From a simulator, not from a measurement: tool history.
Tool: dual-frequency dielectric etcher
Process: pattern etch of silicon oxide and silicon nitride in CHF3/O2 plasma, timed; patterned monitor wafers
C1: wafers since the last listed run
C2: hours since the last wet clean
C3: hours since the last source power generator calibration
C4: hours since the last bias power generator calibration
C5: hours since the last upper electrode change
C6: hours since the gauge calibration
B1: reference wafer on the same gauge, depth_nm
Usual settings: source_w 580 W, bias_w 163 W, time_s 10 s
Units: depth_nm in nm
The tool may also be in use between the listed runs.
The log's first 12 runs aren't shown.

{"run": 13, "hour": 142.3, "source_w": 580, "bias_w": 163, "time_s": 10, "C1": 135, "C2": 414, "C3": 4152.7, "C4": 2220.8, "C5": 23.4, "C6": 124.5, "B1": 15.1, "depth_nm": 13.94}
{"hour": 174.5, "done": "wet clean of the chamber"}
{"hour": 177.9, "done": "source power generator calibrated"}
{"run": 14, "hour": 178.4, "source_w": 580, "bias_w": 163, "time_s": 10, "C1": 121, "C2": 3.9, "C3": 0.5, "C4": 2256.9, "C5": 59.5, "C6": 160.6, "B1": 15.13, "depth_nm": 13.85}
{"run": 15, "hour": 178.7, "source_w": 660, "bias_w": 163, "time_s": 10, "C1": 4, "C2": 4.2, "C3": 0.8, "C4": 2257.2, "C5": 59.8, "C6": 160.9, "B1": 15.1, "depth_nm": 14.45}
{"run": 16, "hour": 179.0, "source_w": 480, "bias_w": 163, "time_s": 10, "C1": 4, "C2": 4.5, "C3": 1.1, "C4": 2257.5, "C5": 60.1, "C6": 161.2, "B1": 15.11, "depth_nm": 12.89}
{"run": 17, "hour": 193.6, "source_w": 580, "bias_w": 177, "time_s": 7.5, "C1": 204, "C2": 19.1, "C3": 15.7, "C4": 2272.1, "C5": 74.7, "C6": 175.8, "B1": 15.11, "depth_nm": 10.71}
{"run": 18, "hour": 211.5, "source_w": 580, "bias_w": 180, "time_s": 10, "C1": 250, "C2": 37, "C3": 33.6, "C4": 2290, "C5": 92.6, "C6": 193.7, "B1": 15.09, "depth_nm": 14.39}
{"hour": 218.4, "done": "bias power generator calibrated"}
{"run": 19, "hour": 218.9, "source_w": 580, "bias_w": 146, "time_s": 8, "C1": 47, "C2": 44.4, "C3": 41, "C4": 0.5, "C5": 100, "C6": 201.1, "B1": 15.11, "depth_nm": 10.51}
{"hour": 224.8, "done": "gauge calibrated"}
{"run": 20, "hour": 228.1, "source_w": 580, "bias_w": 163, "time_s": 10, "C1": 128, "C2": 53.6, "C3": 50.2, "C4": 9.7, "C5": 109.2, "C6": 3.3, "B1": 15.11, "depth_nm": 13.8}
{"run": 21, "hour": 241.9, "source_w": 520, "bias_w": 163, "time_s": 10, "C1": 192, "C2": 67.4, "C3": 64, "C4": 23.5, "C5": 123, "C6": 17.1, "B1": 15.1, "depth_nm": 13.24}
{"run": 22, "hour": 254.6, "source_w": 580, "bias_w": 163, "time_s": 10, "C1": 177, "C2": 80.1, "C3": 76.7, "C4": 36.2, "C5": 135.7, "C6": 29.8, "B1": 15.09, "depth_nm": 13.8}
{"run": 23, "hour": 262.5, "source_w": 630, "bias_w": 186, "time_s": 10, "C1": 110, "C2": 88, "C3": 84.6, "C4": 44.1, "C5": 143.6, "C6": 37.7, "B1": 15.09, "depth_nm": 14.82}
{"run": 24, "hour": 270.2, "source_w": 640, "bias_w": 189, "time_s": 12, "C1": 107, "C2": 95.7, "C3": 92.3, "C4": 51.8, "C5": 151.3, "C6": 45.4, "B1": 15.12, "depth_nm": 18.09}
{"run": 25, "hour": 284.5, "source_w": 500, "bias_w": 163, "time_s": 10, "C1": 199, "C2": 110, "C3": 106.6, "C4": 66.1, "C5": 165.6, "C6": 59.7, "B1": 15.09, "depth_nm": 13.18}
{"run": 26, "hour": 338.3, "source_w": 720, "bias_w": 143, "time_s": 8.5, "C1": 751, "C2": 163.8, "C3": 160.4, "C4": 119.9, "C5": 219.4, "C6": 113.5, "B1": 15.1, "depth_nm": 12.26}
{"run": 27, "hour": 350.9, "source_w": 580, "bias_w": 163, "time_s": 11, "C1": 176, "C2": 176.4, "C3": 173, "C4": 132.5, "C5": 232, "C6": 126.1, "B1": 15.1, "depth_nm": 15.22}
{"run": 28, "hour": 366.5, "source_w": 580, "bias_w": 198, "time_s": 10, "C1": 217, "C2": 192, "C3": 188.6, "C4": 148.1, "C5": 247.6, "C6": 141.7, "B1": 15.09, "depth_nm": 14.79}
{"run": 29, "hour": 377.4, "source_w": 450, "bias_w": 163, "time_s": 11, "C1": 152, "C2": 202.9, "C3": 199.5, "C4": 159, "C5": 258.5, "C6": 152.6, "B1": 15.13, "depth_nm": 13.91}
{"run": 30, "hour": 389.4, "source_w": 580, "bias_w": 163, "time_s": 10, "C1": 167, "C2": 214.9, "C3": 211.5, "C4": 171, "C5": 270.5, "C6": 164.6, "B1": 15.09, "depth_nm": 13.89}

3 ways to go on from here, each from the tool as it stands after run 30. What would each give?
{"run": "A", "hour": 389.8, "source_w": 580, "bias_w": 163, "time_s": 12.5, "C1": 5, "C2": 215.3, "C3": 211.9, "C4": 171.4, "C5": 270.9, "C6": 165, "B1": "?", "depth_nm": "?"}
{"run": "B", "hour": 389.8, "source_w": 490, "bias_w": 163, "time_s": 10, "C1": 5, "C2": 215.3, "C3": 211.9, "C4": 171.4, "C5": 270.9, "C6": 165, "B1": "?", "depth_nm": "?"}
{"run": "C", "hour": 389.8, "source_w": 690, "bias_w": 163, "time_s": 10, "C1": 5, "C2": 215.3, "C3": 211.9, "C4": 171.4, "C5": 270.9, "C6": 165, "B1": "?", "depth_nm": "?"}

run=A B1=15.06 depth_nm=17.28
run=B B1=15.06 depth_nm=13.02
run=C B1=15.06 depth_nm=14.71
Without the tool's hidden state the same runs would have given:
run=A depth_nm=17.28
run=B depth_nm=13.02
run=C depth_nm=14.71
